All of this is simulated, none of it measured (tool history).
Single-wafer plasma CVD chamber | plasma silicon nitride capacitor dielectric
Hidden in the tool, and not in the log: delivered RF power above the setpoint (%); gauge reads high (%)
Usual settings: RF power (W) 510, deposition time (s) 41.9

run	hour	RF power (W)	deposition time (s)	wafers since the last listed run	hours since the last RF generator calibration	hours since the showerhead was replaced	hours since the gauge calibration	read-back reference wafer on the same gauge, thickness_nm	mean film thickness on the monitor wafer (Å)
1	0.0	510	41.9	0	1323.8	4216.5	155.7	67.966	656.04
2	33.6	510	41.9	619	1357.4	4250.1	189.3	67.872	655.14
3	56.3	510	41.9	418	1380.1	4272.8	212.0	67.890	657.13
4	76.8	510	46.7	377	1400.6	4293.3	232.5	67.905	728.80
5	96.9	510	41.9	370	1420.7	4313.4	252.6	67.901	653.20
6	125.7	510	41.9	530	1449.5	4342.2	281.4	67.893	655.33
7	161.4	510	41.9	657	1485.2	4377.9	317.1	67.903	652.30
8	176.2	510	41.9	272	1500.0	4392.7	331.9	67.950	654.99
9	201.2	585	46.2	460	1525.0	4417.7	356.9	67.829	760.32
10	220.1	510	41.9	348	1543.9	4436.6	375.8	67.879	653.74
11	246.5	510	41.9	486	1570.3	4463.0	402.2	67.943	653.55
# hour 251.9: gauge calibrated
# hour 277.7: showerhead replaced
12	279.5	510	41.9	460	1603.3	1.8	27.6	67.906	651.83
# hour 306.8: RF generator calibrated
13	308.1	510	41.9	379	1.3	30.4	56.2	67.911	664.37
14	337.6	510	41.9	543	30.8	59.9	85.7	67.938	664.24
15	355.6	510	41.9	331	48.8	77.9	103.7	67.914	668.24
16	375.1	465	49.8	359	68.3	97.4	123.2	67.953	766.15
17	388.8	420	36.9	252	82.0	111.1	136.9	67.934	542.97
18	403.0	535	41.9	261	96.2	125.3	151.1	67.892	678.78
19	483.5	510	41.9	1483	176.7	205.8	231.6	67.874	666.03
20	501.4	585	45.8	329	194.6	223.7	249.5	67.874	764.16
21	535.9	410	34.4	635	229.1	258.2	284.0	67.948	502.75
22	550.2	510	41.9	263	243.4	272.5	298.3	67.900	663.45
23	563.0	420	38.8	235	256.2	285.3	311.1	67.841	572.04
24	598.9	595	35.7	661	292.1	321.2	347.0	67.941	600.00
25	611.8	510	41.9	237	305.0	334.1	359.9	67.872	663.51
26	638.1	570	39.1	484	331.3	360.4	386.2	67.848	644.98
# hour 671.0: gauge calibrated
27	673.4	510	41.9	650	366.6	395.7	2.4	67.990	668.28
28	700.2	470	39.5	493	393.4	422.5	29.2	67.841	610.76
29	720.6	510	46.2	375	413.8	442.9	49.6	67.897	734.71
30	755.3	600	38.4	639	448.5	477.6	84.3	67.940	645.31
31	769.8	420	44.5	267	463.0	492.1	98.8	67.881	656.07

Forecast each of these 5 alternatives for the next run:
A	770.2	510	41.9	7	463.4	492.5	99.2	?	?
B	770.2	460	41.9	7	463.4	492.5	99.2	?	?
C	770.2	585	45.5	7	463.4	492.5	99.2	?	?
D	770.2	580	41.9	7	463.4	492.5	99.2	?	?
E	770.2	440	36.4	7	463.4	492.5	99.2	?	?

run	read-back reference wafer on the same gauge, thickness_nm	mean film thickness on the monitor wafer (Å)
A	67.902	663.71
B	67.902	639.14
C	67.902	756.89
D	67.902	694.90
E	67.902	546.14
Without the tool's hidden state the same runs would have given:
run	mean film thickness on the monitor wafer (Å)
A	667.36
B	642.66
C	761.06
D	698.73
E	549.15
